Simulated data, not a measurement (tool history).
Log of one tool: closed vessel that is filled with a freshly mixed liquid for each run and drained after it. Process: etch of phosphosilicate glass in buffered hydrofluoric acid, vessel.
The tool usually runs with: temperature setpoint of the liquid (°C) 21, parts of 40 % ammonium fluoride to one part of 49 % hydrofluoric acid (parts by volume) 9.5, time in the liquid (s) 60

| run | hour | temperature setpoint of the liquid (°C) | parts of 40 % ammonium fluoride to one part of 49 % hydrofluoric acid (parts by volume) | time in the liquid (s) | read-back film thickness of the phosphosilicate glass reference wafer, read on the same gauge (nm) | thickness taken off the phosphosilicate glass on a monitor wafer (angstrom) |
|---|---|---|---|---|---|---|
| 1 | 0 | 21 | 9.5 | 60 | 120.01 | 1420.9 |
| 2 | 60.4 | 21 | 9.5 | 85 | 120.02 | 1971.8 |
| 3 | 93.9 | 19 | 9.5 | 60 | 120.01 | 1265.8 |
| 4 | 161.2 | 21 | 11.5 | 45 | 119.97 | 898.2 |
| 5 | 188.9 | 21 | 11.5 | 45 | 120.02 | 897.2 |
| 6 | 224.1 | 21 | 11.5 | 45 | 120 | 897.6 |
| 7 | 281.4 | 21 | 9.5 | 60 | 119.98 | 1423.9 |
|  | 311.1 | hydrofluoric acid flow meter replaced |
| 8 | 331.7 | 21 | 11 | 60 | 120.02 | 1251.8 |
| 9 | 384.9 | 21 | 11 | 60 | 120.04 | 1244.8 |
| 10 | 442.7 | 21 | 9.5 | 60 | 119.98 | 1426.9 |
| 11 | 623 | 25.5 | 9.5 | 60 | 119.99 | 1818.7 |
| 12 | 655.2 | 23.5 | 7.5 | 80 | 119.99 | 2715 |
| 13 | 698.4 | 21 | 9.5 | 60 | 119.97 | 1416.9 |
| 14 | 871.8 | 18.5 | 13 | 60 | 120 | 914.9 |
| 15 | 928.9 | 21 | 9.5 | 60 | 119.98 | 1422.3 |
| 16 | 1011.5 | 23.5 | 9.5 | 60 | 120.01 | 1613.7 |
| 17 | 1064.2 | 21 | 9.5 | 60 | 120.03 | 1409.8 |
|  | 1114.9 | gauge calibrated |
| 18 | 1125.9 | 19.5 | 8 | 60 | 120 | 1528.4 |
|  | 1146.8 | thermometer replaced |
| 19 | 1176.5 | 18.5 | 9.5 | 60 | 120 | 1224.5 |
| 20 | 1204.7 | 21 | 10.5 | 60 | 120.01 | 1297.4 |
| 21 | 1284.7 | 21 | 11.5 | 75 | 120.01 | 1514.9 |
| 22 | 1350.8 | 21 | 9.5 | 40 | 119.98 | 939.2 |
| 23 | 1513.4 | 21 | 12 | 30 | 119.96 | 575.1 |
| 24 | 1551.3 | 18 | 6.5 | 80 | 120.02 | 2309.4 |
| 25 | 1601.9 | 21 | 13 | 60 | 120 | 1069 |
| 26 | 1626.1 | 25.5 | 11.5 | 45 | 120 | 1143.3 |
| 27 | 1663.1 | 17 | 9.5 | 80 | 119.98 | 1495.4 |
| 28 | 1702.7 | 21 | 9.5 | 60 | 120 | 1402.7 |
| 29 | 1728.4 | 17 | 11.5 | 90 | 119.99 | 1426 |
| 30 | 1783.1 | 17.5 | 12.5 | 45 | 120 | 679 |
| 31 | 1824.2 | 17.5 | 13.5 | 75 | 119.99 | 1044.4 |
| 32 | 1889.9 | 21 | 12.5 | 75 | 120.01 | 1371.6 |

Consider 4 possible next runs. They are alternatives, not a sequence: every one starts from the tool as it was left by run 32. What does each give?
| A | 1890.6 | 21 | 9.5 | 45 | ? | ? |
| B | 1890.6 | 17 | 9.5 | 60 | ? | ? |
| C | 1890.6 | 21 | 5.5 | 50 | ? | ? |
| D | 1890.6 | 18.5 | 11 | 60 | ? | ? |

| run | read-back film thickness of the phosphosilicate glass reference wafer, read on the same gauge (nm) | thickness taken off the phosphosilicate glass on a monitor wafer (angstrom) |
|---|---|---|
| A | 119.99 | 1041.1 |
| B | 119.99 | 1108 |
| C | 119.99 | 1933.3 |
| D | 119.99 | 1064.6 |
Without the tool's unlogged condition, the same runs would have read:
| run | thickness taken off the phosphosilicate glass on a monitor wafer (angstrom) |
|---|---|
| A | 1041.1 |
| B | 1108 |
| C | 1933.3 |
| D | 1064.6 |
